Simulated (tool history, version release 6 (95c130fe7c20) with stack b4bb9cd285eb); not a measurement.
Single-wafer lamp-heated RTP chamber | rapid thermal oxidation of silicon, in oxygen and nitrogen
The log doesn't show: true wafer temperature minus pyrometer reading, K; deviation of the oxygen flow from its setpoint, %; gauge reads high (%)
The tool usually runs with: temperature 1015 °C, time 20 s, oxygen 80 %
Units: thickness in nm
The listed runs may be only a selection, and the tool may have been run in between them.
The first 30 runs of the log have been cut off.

| run | hour | temperature | time | oxygen | wafers since the last listed run | wafers since the last pyrometer calibration | hours since the oxygen flow controller was replaced | hours since the gauge calibration | read-back reference wafer on the same gauge, thickness | thickness |
|---|---|---|---|---|---|---|---|---|---|---|
| 31 | 1965.1 | 986 | 27 | 98 | 125 | 2996 | 746.8 | 722.9 | 4.634 | 4.478 |
| 32 | 2029 | 1039 | 20 | 57 | 334 | 3331 | 810.7 | 786.8 | 4.633 | 4.727 |
| 33 | 2067.1 | 1015 | 20 | 80 | 199 | 3530 | 848.8 | 824.9 | 4.626 | 4.529 |
| 34 | 2093.4 | 1030 | 11 | 80 | 137 | 3668 | 875.1 | 851.2 | 4.627 | 3.961 |
| 35 | 2134.8 | 1015 | 20 | 80 | 216 | 3885 | 916.5 | 892.6 | 4.636 | 4.537 |
| 36 | 2185.7 | 1042 | 20 | 59 | 266 | 4151 | 967.4 | 943.5 | 4.638 | 4.933 |
| 37 | 2223 | 1045 | 14 | 56 | 195 | 4346 | 1004.7 | 980.8 | 4.623 | 4.286 |
| 38 | 2271.2 | 1015 | 20 | 80 | 252 | 4599 | 1052.9 | 1029 | 4.632 | 4.525 |

Forecast each of these 4 alternatives for the next run:
| A | 2271.6 | 1015 | 20 | 80 | 2 | 4601 | 1053.3 | 1029.4 | ? | ? |
| B | 2271.6 | 1015 | 20 | 98 | 2 | 4601 | 1053.3 | 1029.4 | ? | ? |
| C | 2271.6 | 1034 | 20 | 57 | 2 | 4601 | 1053.3 | 1029.4 | ? | ? |
| D | 2271.6 | 1015 | 20 | 58 | 2 | 4601 | 1053.3 | 1029.4 | ? | ? |

| run | read-back reference wafer on the same gauge, thickness | thickness |
|---|---|---|
| A | 4.622 | 4.529 |
| B | 4.622 | 4.84 |
| C | 4.622 | 4.591 |
| D | 4.622 | 4.093 |
With no hidden state in the tool, these same runs would have given:
| run | thickness |
|---|---|
| A | 4.265 |
| B | 4.55 |
| C | 4.33 |
| D | 3.869 |
